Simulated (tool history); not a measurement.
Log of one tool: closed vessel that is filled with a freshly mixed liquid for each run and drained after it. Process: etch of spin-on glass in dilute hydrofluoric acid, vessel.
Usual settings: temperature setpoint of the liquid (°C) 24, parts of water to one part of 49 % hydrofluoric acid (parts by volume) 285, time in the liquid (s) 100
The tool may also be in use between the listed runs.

run,hour,temperature setpoint of the liquid (°C),parts of water to one part of 49 % hydrofluoric acid (parts by volume),time in the liquid (s),wafers since the last listed run,hours since the thermometer was replaced,hours since the hydrofluoric acid flow meter was replaced,hours since the gauge calibration,"read-back film thickness of the spin-on glass reference wafer, read on the same gauge (nm)",thickness taken off the spin-on glass on a monitor wafer (Å)
1,0,24,285,100,0,2699,644,23.6,30,60.8
2,8.1,22,200,100,752,2707.1,652.1,31.7,29.95,86.6
3,17,24,285,100,826,2716,661,40.6,29.99,61.1
4,31.5,24,285,100,1346,2730.5,675.5,55.1,30.01,60.7
5,42.1,24,285,100,984,2741.1,686.1,65.7,30,60.6
6,49,24,285,100,640,2748,693,72.6,30.02,60.9
7,61.9,24,285,100,1197,2760.9,705.9,85.5,30.03,61.2
# hour 71.9: hydrofluoric acid flow meter replaced
8,72.4,24,285,100,882,2771.4,0.5,96,30,54.1
# hour 72.5: gauge calibrated
9,78.3,24,215,100,547,2777.3,6.4,5.8,30.02,76.6
10,95.8,24,150,100,1624,2794.8,23.9,23.3,30.02,119.6
# hour 100.6: thermometer replaced
11,105,21.5,285,60,761,4.4,33.1,32.5,29.99,29.8
12,112.6,19.5,285,55,705,12,40.7,40.1,30.01,25.3
13,125,24,285,100,1151,24.4,53.1,52.5,30.01,55.1
14,136.2,24,285,145,1039,35.6,64.3,63.7,30.02,79.7
15,150.8,29,390,45,1355,50.2,78.9,78.3,30.02,19.3
16,162,24,285,100,1039,61.4,90.1,89.5,29.99,54.9

Hidden state at the last listed run before each entry between runs and at the first one after, where it differs:
Between runs 7 and 8: hydrofluoric acid flow meter replaced (hour 71.9)
  hydrofluoric acid flow above the setpoint (%): 13.8 -> 3.12
  measured less the result without the state, thickness taken off the spin-on glass on a monitor wafer (Å): +9.2 -> +2.1
Between runs 8 and 9: gauge calibrated (hour 72.5)
  hydrofluoric acid flow above the setpoint (%): 3.12 -> 3.23
  measured less the result without the state, thickness taken off the spin-on glass on a monitor wafer (Å): +2.1 -> +2.9
Between runs 10 and 11: thermometer replaced (hour 100.6)
  hydrofluoric acid flow above the setpoint (%): 3.56 -> 3.74
  measured less the result without the state, thickness taken off the spin-on glass on a monitor wafer (Å): +4.8 -> +1.3

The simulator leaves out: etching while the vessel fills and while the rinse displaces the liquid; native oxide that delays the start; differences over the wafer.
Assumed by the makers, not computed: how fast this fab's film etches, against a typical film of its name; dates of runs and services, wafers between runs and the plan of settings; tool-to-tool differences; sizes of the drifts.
